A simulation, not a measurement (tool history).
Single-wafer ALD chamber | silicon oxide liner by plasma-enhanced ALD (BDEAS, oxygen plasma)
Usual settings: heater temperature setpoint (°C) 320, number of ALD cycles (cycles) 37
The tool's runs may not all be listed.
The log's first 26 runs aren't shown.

run	hour	heater temperature setpoint (°C)	number of ALD cycles (cycles)	wafers since the last listed run	hours since the last thermocouple change	hours since the gauge calibration	read-back reference wafer on the same gauge, thickness_nm	mean film thickness on the monitor wafer (nm)
27	333.8	329	44	54	22.7	421.9	3.171	3.562
# hour 339.9: gauge calibrated
28	350.2	320	34	132	39.1	10.3	3.218	2.844
29	363.2	309	34	104	52.1	23.3	3.215	2.898
30	380.0	310	37	135	68.9	40.1	3.216	3.150
31	394.8	326	35	119	83.7	54.9	3.213	2.891
32	406.1	325	31	91	95.0	66.2	3.213	2.569
33	413.5	326	33	59	102.4	73.6	3.214	2.746
34	439.4	320	37	209	128.3	99.5	3.215	3.091
35	449.6	320	37	82	138.5	109.7	3.214	3.090
36	463.5	320	37	112	152.4	123.6	3.211	3.071
37	473.1	307	43	77	162.0	133.2	3.209	3.650
38	490.2	320	43	138	179.1	150.3	3.209	3.592

Forecast each of these 3 alternatives for the next run:
A	490.7	320	37	4	179.6	150.8	?	?
B	490.7	307	33	4	179.6	150.8	?	?
C	490.7	332	31	4	179.6	150.8	?	?

run	read-back reference wafer on the same gauge, thickness_nm	mean film thickness on the monitor wafer (nm)
A	3.210	3.076
B	3.210	2.802
C	3.210	2.526
Without the tool's hidden state the same runs would have given:
run	mean film thickness on the monitor wafer (nm)
A	3.086
B	2.811
C	2.535
